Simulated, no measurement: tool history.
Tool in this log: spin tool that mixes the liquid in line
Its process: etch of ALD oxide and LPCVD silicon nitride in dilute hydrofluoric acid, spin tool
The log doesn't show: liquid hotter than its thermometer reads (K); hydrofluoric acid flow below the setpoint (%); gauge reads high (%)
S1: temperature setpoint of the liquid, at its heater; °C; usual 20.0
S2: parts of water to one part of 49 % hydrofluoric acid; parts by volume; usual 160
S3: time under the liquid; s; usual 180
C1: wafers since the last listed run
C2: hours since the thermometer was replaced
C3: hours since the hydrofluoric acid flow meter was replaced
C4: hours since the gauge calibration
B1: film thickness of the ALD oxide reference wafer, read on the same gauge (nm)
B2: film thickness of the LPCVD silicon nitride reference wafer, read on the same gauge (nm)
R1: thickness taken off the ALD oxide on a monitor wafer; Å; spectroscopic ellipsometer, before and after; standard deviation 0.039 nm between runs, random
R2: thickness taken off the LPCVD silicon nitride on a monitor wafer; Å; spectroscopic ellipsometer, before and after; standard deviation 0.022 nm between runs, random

run	hour	S1	S2	S3	C1	C2	C3	C4	B1	B2	R1	R2
1	0.0	20.0	160	180	0	1324.0	117.9	1125.8	49.98	29.996	94.2	4.03
2	17.2	20.0	160	180	132	1341.2	135.1	1143.0	50.01	29.992	94.1	4.16
3	33.0	20.0	160	180	121	1357.0	150.9	1158.8	50.02	29.991	94.3	4.00
# hour 58.7: hydrofluoric acid flow meter replaced, repeated, since the last time left the tool worse
4	66.3	20.0	160	180	249	1390.3	7.6	1192.1	50.01	29.985	100.3	3.98
5	97.0	17.0	160	280	236	1421.0	38.3	1222.8	50.01	30.022	136.7	5.40
# hour 110.8: gauge calibrated
6	113.8	17.0	205	265	129	1437.8	55.1	3.0	50.00	30.035	96.7	4.52
7	215.5	20.0	160	220	784	1539.5	156.8	104.7	50.01	30.004	120.8	5.34
8	246.0	20.0	160	180	235	1570.0	187.3	135.2	50.02	29.993	99.6	4.16
9	258.2	18.5	85	180	94	1582.2	199.5	147.4	49.99	30.028	189.1	7.21
10	270.7	17.0	160	180	96	1594.7	212.0	159.9	50.00	30.008	87.7	3.60
11	292.0	20.0	160	180	164	1616.0	233.3	181.2	50.00	30.020	99.0	3.95
12	322.7	18.5	110	135	236	1646.7	264.0	211.9	50.01	30.020	106.3	4.07
# hour 335.9: thermometer replaced
13	340.0	20.0	105	180	125	4.1	281.3	229.2	50.01	30.003	159.3	6.25
14	368.4	20.0	160	180	219	32.5	309.7	257.6	50.00	30.017	98.1	4.17
15	395.5	20.0	220	265	209	59.6	336.8	284.7	49.98	30.020	99.1	4.45
16	409.6	20.0	160	90	108	73.7	350.9	298.8	49.97	29.992	49.0	1.96
17	437.5	20.0	160	180	215	101.6	378.8	326.7	49.99	30.012	97.4	4.25
18	455.1	20.0	160	180	135	119.2	396.4	344.3	50.01	30.007	98.7	4.15
19	474.9	17.0	235	265	152	139.0	416.2	364.1	50.02	30.041	81.8	3.38
20	510.7	17.0	235	140	276	174.8	452.0	399.9	50.00	30.028	42.8	1.81
21	540.2	20.0	215	180	227	204.3	481.5	429.4	50.00	29.989	69.1	3.12
22	565.6	20.0	230	140	196	229.7	506.9	454.8	50.02	29.985	49.3	2.42
23	600.4	20.0	220	265	268	264.5	541.7	489.6	49.99	30.003	97.4	4.67

Forecast run 24:
24	619.8	23.0	100	80	149	283.9	561.1	509.0	?	?	?	?

Run 24 measured B1 50.00, B2 30.014, R1 83.3 Å, R2 3.81 Å.
If the tool had no hidden condition, the same run with the same run-to-run variation would have returned R1 85.1 Å, R2 3.88 Å.
